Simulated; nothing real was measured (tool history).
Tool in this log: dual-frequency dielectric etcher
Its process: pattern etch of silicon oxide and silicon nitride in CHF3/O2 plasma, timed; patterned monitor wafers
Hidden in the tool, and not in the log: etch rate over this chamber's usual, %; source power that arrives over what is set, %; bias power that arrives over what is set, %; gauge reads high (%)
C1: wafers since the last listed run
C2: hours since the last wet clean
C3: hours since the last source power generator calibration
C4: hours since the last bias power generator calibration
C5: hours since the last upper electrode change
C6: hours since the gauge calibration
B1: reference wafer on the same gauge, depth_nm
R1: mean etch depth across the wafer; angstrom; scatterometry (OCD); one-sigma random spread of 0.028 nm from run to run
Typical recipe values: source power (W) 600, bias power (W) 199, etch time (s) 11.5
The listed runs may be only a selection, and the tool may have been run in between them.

Run 1, hour 0.0: usual settings but etch time (s) 10.0; C1 0; C2 22.1; C3 1159.1; C4 3956.4; C5 2684.5; C6 183.3; B1 20.60. Result: R1 161.8 angstrom.
Run 2, hour 8.1: usual settings but etch time (s) 10.0; C1 143; C2 30.2; C3 1167.2; C4 3964.5; C5 2692.6; C6 191.4; B1 20.60. Result: R1 161.5 angstrom.
At hour 36.1: upper electrode replaced.
Run 3, hour 36.6: usual settings but bias power (W) 235; C1 79; C2 58.7; C3 1195.7; C4 3993.0; C5 0.5; C6 219.9; B1 20.61. Result: R1 197.3 angstrom.
Run 4, hour 39.8: usual settings but bias power (W) 235; C1 56; C2 61.9; C3 1198.9; C4 3996.2; C5 3.7; C6 223.1; B1 20.59. Result: R1 197.4 angstrom.
Run 5, hour 57.7: usual settings but bias power (W) 235; C1 316; C2 79.8; C3 1216.8; C4 4014.1; C5 21.6; C6 241.0; B1 20.60. Result: R1 197.3 angstrom.
Run 6, hour 67.3: usual settings but bias power (W) 157, etch time (s) 14.5; C1 169; C2 89.4; C3 1226.4; C4 4023.7; C5 31.2; C6 250.6; B1 20.60. Result: R1 214.4 angstrom.
At hour 75.9: bias power generator calibrated.
Run 7, hour 76.6: usual settings but bias power (W) 234, etch time (s) 14.5; C1 93; C2 98.7; C3 1235.7; C4 0.7; C5 40.5; C6 259.9; B1 20.60. Result: R1 248.9 angstrom.
Run 8, hour 92.2: usual settings but bias power (W) 166; C1 275; C2 114.3; C3 1251.3; C4 16.3; C5 56.1; C6 275.5; B1 20.60. Result: R1 173.9 angstrom.
Run 9, hour 98.9: usual settings but source power (W) 510, bias power (W) 168; C1 118; C2 121.0; C3 1258.0; C4 23.0; C5 62.8; C6 282.2; B1 20.60. Result: R1 169.4 angstrom.
Run 10, hour 109.1: usual settings but source power (W) 450, etch time (s) 13.0; C1 180; C2 131.2; C3 1268.2; C4 33.2; C5 73.0; C6 292.4; B1 20.60. Result: R1 199.2 angstrom.
Run 11, hour 120.8: usual settings; C1 206; C2 142.9; C3 1279.9; C4 44.9; C5 84.7; C6 304.1; B1 20.60. Result: R1 185.2 angstrom.
Run 12, hour 132.3: usual settings but source power (W) 470; C1 203; C2 154.4; C3 1291.4; C4 56.4; C5 96.2; C6 315.6; B1 20.60. Result: R1 177.4 angstrom.
Run 13, hour 141.1: usual settings but etch time (s) 10.5; C1 155; C2 163.2; C3 1300.2; C4 65.2; C5 105.0; C6 324.4; B1 20.60. Result: R1 169.2 angstrom.
Run 14, hour 149.3: usual settings but bias power (W) 157, etch time (s) 14.5; C1 144; C2 171.4; C3 1308.4; C4 73.4; C5 113.2; C6 332.6; B1 20.60. Result: R1 214.2 angstrom.
Run 15, hour 162.9: usual settings but etch time (s) 15.0; C1 240; C2 185.0; C3 1322.0; C4 87.0; C5 126.8; C6 346.2; B1 20.60. Result: R1 241.5 angstrom.
At hour 173.0: gauge calibrated.
Run 16, hour 175.9: usual settings but etch time (s) 8.5; C1 229; C2 198.0; C3 1335.0; C4 100.0; C5 139.8; C6 2.9; B1 20.60. Result: R1 136.8 angstrom.
Run 17, hour 184.7: usual settings but etch time (s) 12.5; C1 155; C2 206.8; C3 1343.8; C4 108.8; C5 148.6; C6 11.7; B1 20.60. Result: R1 201.5 angstrom.
Run 18, hour 194.7: usual settings but source power (W) 520, etch time (s) 14.0; C1 176; C2 216.8; C3 1353.8; C4 118.8; C5 158.6; C6 21.7; B1 20.60. Result: R1 219.7 angstrom.
Run 19, hour 212.4: usual settings but source power (W) 510, bias power (W) 213, etch time (s) 13.5; C1 312; C2 234.5; C3 1371.5; C4 136.5; C5 176.3; C6 39.4; B1 20.60. Result: R1 216.9 angstrom.
Run 20, hour 230.0: usual settings but source power (W) 520; C1 311; C2 252.1; C3 1389.1; C4 154.1; C5 193.9; C6 57.0; B1 20.60. Result: R1 180.1 angstrom.
Run 21, hour 248.0: usual settings; C1 318; C2 270.1; C3 1407.1; C4 172.1; C5 211.9; C6 75.0; B1 20.60. Result: R1 184.5 angstrom.
At hour 253.0: source power generator calibrated.
Run 22, hour 263.4: usual settings; C1 201; C2 285.5; C3 10.4; C4 187.5; C5 227.3; C6 90.4; B1 20.60. Result: R1 184.3 angstrom.
At hour 290.7: wet clean of the chamber.
Run 23, hour 291.2: usual settings but source power (W) 530, bias power (W) 232, etch time (s) 10.0; C1 67; C2 0.5; C3 38.2; C4 215.3; C5 255.1; C6 118.2; B1 20.60. Result: R1 167.4 angstrom.
Run 24, hour 291.5: usual settings but etch time (s) 10.0; C1 5; C2 0.8; C3 38.5; C4 215.6; C5 255.4; C6 118.5; B1 20.60. Result: R1 161.8 angstrom.
Run 25, hour 293.0: usual settings but bias power (W) 238, etch time (s) 10.0; C1 26; C2 2.3; C3 40.0; C4 217.1; C5 256.9; C6 120.0; B1 20.60. Result: R1 172.7 angstrom.
Run 26, hour 336.7: usual settings but bias power (W) 149; C1 772; C2 46.0; C3 83.7; C4 260.8; C5 300.6; C6 163.7; B1 20.60. Result: R1 167.1 angstrom.
Run 27, hour 358.1: usual settings but source power (W) 660, etch time (s) 8.5; C1 378; C2 67.4; C3 105.1; C4 282.2; C5 322.0; C6 185.1; B1 20.60. Result: R1 139.6 angstrom.
Run 28, hour 368.7: usual settings but source power (W) 730; C1 187; C2 78.0; C3 115.7; C4 292.8; C5 332.6; C6 195.7; B1 20.60. Result: R1 192.5 angstrom.
Run 29, hour 375.4: usual settings; C1 118; C2 84.7; C3 122.4; C4 299.5; C5 339.3; C6 202.4; B1 20.60. Result: R1 185.6 angstrom.

Predict each of these 5 candidate next runs independently; none follows another, all start after run 29:
Run A, hour 375.8: usual settings; C1 7; C2 85.1; C3 122.8; C4 299.9; C5 339.7; C6 202.8; B1 ?. Result: R1 ?.
Run B, hour 375.8: usual settings but etch time (s) 13.0; C1 7; C2 85.1; C3 122.8; C4 299.9; C5 339.7; C6 202.8; B1 ?. Result: R1 ?.
Run C, hour 375.8: usual settings but bias power (W) 179, etch time (s) 13.0; C1 7; C2 85.1; C3 122.8; C4 299.9; C5 339.7; C6 202.8; B1 ?. Result: R1 ?.
Run D, hour 375.8: usual settings but etch time (s) 9.5; C1 7; C2 85.1; C3 122.8; C4 299.9; C5 339.7; C6 202.8; B1 ?. Result: R1 ?.
Run E, hour 375.8: usual settings but source power (W) 560; C1 7; C2 85.1; C3 122.8; C4 299.9; C5 339.7; C6 202.8; B1 ?. Result: R1 ?.

run     B1     R1
  A  20.60  185.6
  B  20.60  209.8
  C  20.60  201.9
  D  20.60  153.3
  E  20.60  183.2
Stripped of hidden state, with their random variation kept, the same runs would have yielded:
run     R1
  A  186.2
  B  210.5
  C  202.5
  D  153.8
  E  183.8

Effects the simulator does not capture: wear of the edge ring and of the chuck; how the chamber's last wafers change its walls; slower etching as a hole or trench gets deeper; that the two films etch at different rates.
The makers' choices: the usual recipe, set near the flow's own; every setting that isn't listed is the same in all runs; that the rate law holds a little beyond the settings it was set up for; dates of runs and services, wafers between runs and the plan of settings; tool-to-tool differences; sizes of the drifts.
